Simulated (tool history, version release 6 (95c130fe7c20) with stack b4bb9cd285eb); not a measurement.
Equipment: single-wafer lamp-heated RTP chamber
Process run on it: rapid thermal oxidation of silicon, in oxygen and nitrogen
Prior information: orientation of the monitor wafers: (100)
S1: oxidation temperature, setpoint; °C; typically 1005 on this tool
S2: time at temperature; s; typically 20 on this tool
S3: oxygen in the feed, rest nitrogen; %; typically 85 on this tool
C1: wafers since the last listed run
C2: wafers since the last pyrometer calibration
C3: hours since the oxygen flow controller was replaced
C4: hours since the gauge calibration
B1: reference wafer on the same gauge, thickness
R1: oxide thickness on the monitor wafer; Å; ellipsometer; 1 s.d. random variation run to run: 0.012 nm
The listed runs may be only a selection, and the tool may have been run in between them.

run 1 hour=0.0 | S1=1005 S2=27 S3=85 | C1=0 C2=3181 C3=2217.5 C4=324.4 | B1=3.070 | R1=43.32
-- hour=1.9 pyrometer window cleaned and pyrometer calibrated
run 2 hour=16.1 | S1=1005 S2=27 S3=85 | C1=98 C2=98 C3=2233.6 C4=340.5 | B1=3.070 | R1=42.24
run 3 hour=45.7 | S1=1005 S2=27 S3=85 | C1=204 C2=302 C3=2263.2 C4=370.1 | B1=3.070 | R1=42.20
run 4 hour=88.1 | S1=1005 S2=20 S3=85 | C1=292 C2=595 C3=2305.6 C4=412.5 | B1=3.070 | R1=37.90
run 5 hour=107.7 | S1=1005 S2=20 S3=85 | C1=135 C2=730 C3=2325.2 C4=432.1 | B1=3.071 | R1=37.92
run 6 hour=142.8 | S1=1005 S2=20 S3=85 | C1=242 C2=973 C3=2360.3 C4=467.2 | B1=3.069 | R1=37.96
run 7 hour=166.2 | S1=1005 S2=20 S3=85 | C1=161 C2=1135 C3=2383.7 C4=490.6 | B1=3.070 | R1=37.89
run 8 hour=198.5 | S1=1005 S2=20 S3=85 | C1=223 C2=1358 C3=2416.0 C4=522.9 | B1=3.069 | R1=38.24
run 9 hour=211.0 | S1=1005 S2=20 S3=85 | C1=86 C2=1444 C3=2428.5 C4=535.4 | B1=3.070 | R1=37.99
run 10 hour=229.0 | S1=1005 S2=20 S3=85 | C1=124 C2=1568 C3=2446.5 C4=553.4 | B1=3.070 | R1=38.27
-- hour=231.6 gauge calibrated
run 11 hour=251.9 | S1=1005 S2=20 S3=85 | C1=158 C2=1727 C3=2469.4 C4=20.3 | B1=3.070 | R1=38.16
run 12 hour=264.4 | S1=1005 S2=20 S3=85 | C1=86 C2=1813 C3=2481.9 C4=32.8 | B1=3.070 | R1=38.34
run 13 hour=296.8 | S1=1005 S2=20 S3=85 | C1=223 C2=2037 C3=2514.3 C4=65.2 | B1=3.069 | R1=38.51
-- hour=333.3 oxygen flow controller replaced
run 14 hour=333.8 | S1=1005 S2=20 S3=85 | C1=200 C2=2237 C3=0.5 C4=102.2 | B1=3.071 | R1=38.64
run 15 hour=364.3 | S1=1023 S2=20 S3=73 | C1=210 C2=2448 C3=31.0 C4=132.7 | B1=3.071 | R1=41.10
run 16 hour=393.5 | S1=992 S2=20 S3=85 | C1=201 C2=2650 C3=60.2 C4=161.9 | B1=3.070 | R1=35.61
-- hour=436.8 pyrometer window cleaned and pyrometer calibrated
run 17 hour=486.0 | S1=993 S2=20 S3=85 | C1=583 C2=339 C3=152.7 C4=254.4 | B1=3.070 | R1=34.82
run 18 hour=503.2 | S1=1005 S2=20 S3=85 | C1=118 C2=458 C3=169.9 C4=271.6 | B1=3.068 | R1=37.64
run 19 hour=524.6 | S1=1023 S2=24 S3=85 | C1=147 C2=606 C3=191.3 C4=293.0 | B1=3.069 | R1=45.84
run 20 hour=549.2 | S1=1005 S2=16 S3=67 | C1=169 C2=776 C3=215.9 C4=317.6 | B1=3.070 | R1=32.68
run 21 hour=563.6 | S1=995 S2=13 S3=98 | C1=99 C2=875 C3=230.3 C4=332.0 | B1=3.072 | R1=31.87
run 22 hour=582.9 | S1=1005 S2=29 S3=85 | C1=133 C2=1008 C3=249.6 C4=351.3 | B1=3.069 | R1=43.77
run 23 hour=603.5 | S1=1023 S2=29 S3=85 | C1=142 C2=1151 C3=270.2 C4=371.9 | B1=3.069 | R1=49.96
run 24 hour=617.8 | S1=995 S2=13 S3=98 | C1=98 C2=1250 C3=284.5 C4=386.2 | B1=3.071 | R1=32.13
run 25 hour=649.4 | S1=1005 S2=20 S3=96 | C1=218 C2=1468 C3=316.1 C4=417.8 | B1=3.070 | R1=39.69
run 26 hour=671.1 | S1=1005 S2=20 S3=85 | C1=149 C2=1618 C3=337.8 C4=439.5 | B1=3.070 | R1=38.22
run 27 hour=698.9 | S1=1005 S2=20 S3=85 | C1=192 C2=1810 C3=365.6 C4=467.3 | B1=3.072 | R1=38.29
-- hour=707.9 gauge calibrated
run 28 hour=714.4 | S1=1005 S2=13 S3=85 | C1=107 C2=1917 C3=381.1 C4=6.5 | B1=3.067 | R1=32.84

Each row is a separate what-if for the run after 28, all from the same tool condition, not one after another. Results?
run A hour=714.8 | S1=1005 S2=20 S3=85 | C1=2 C2=1920 C3=381.5 C4=6.9 | B1=? | R1=?
run B hour=714.8 | S1=1018 S2=13 S3=85 | C1=2 C2=1920 C3=381.5 C4=6.9 | B1=? | R1=?
run C hour=714.8 | S1=1015 S2=20 S3=98 | C1=2 C2=1920 C3=381.5 C4=6.9 | B1=? | R1=?
run D hour=714.8 | S1=994 S2=12 S3=85 | C1=2 C2=1920 C3=381.5 C4=6.9 | B1=? | R1=?
run E hour=714.8 | S1=1005 S2=30 S3=74 | C1=2 C2=1920 C3=381.5 C4=6.9 | B1=? | R1=?

run=A B1=3.071 R1=38.37
run=B B1=3.071 R1=35.63
run=C B1=3.071 R1=42.90
run=D B1=3.071 R1=30.17
run=E B1=3.071 R1=43.00
What these runs would have given with no unlogged condition in the tool:
run=A R1=37.40
run=B R1=34.76
run=C R1=41.77
run=D R1=29.53
run=E R1=41.86
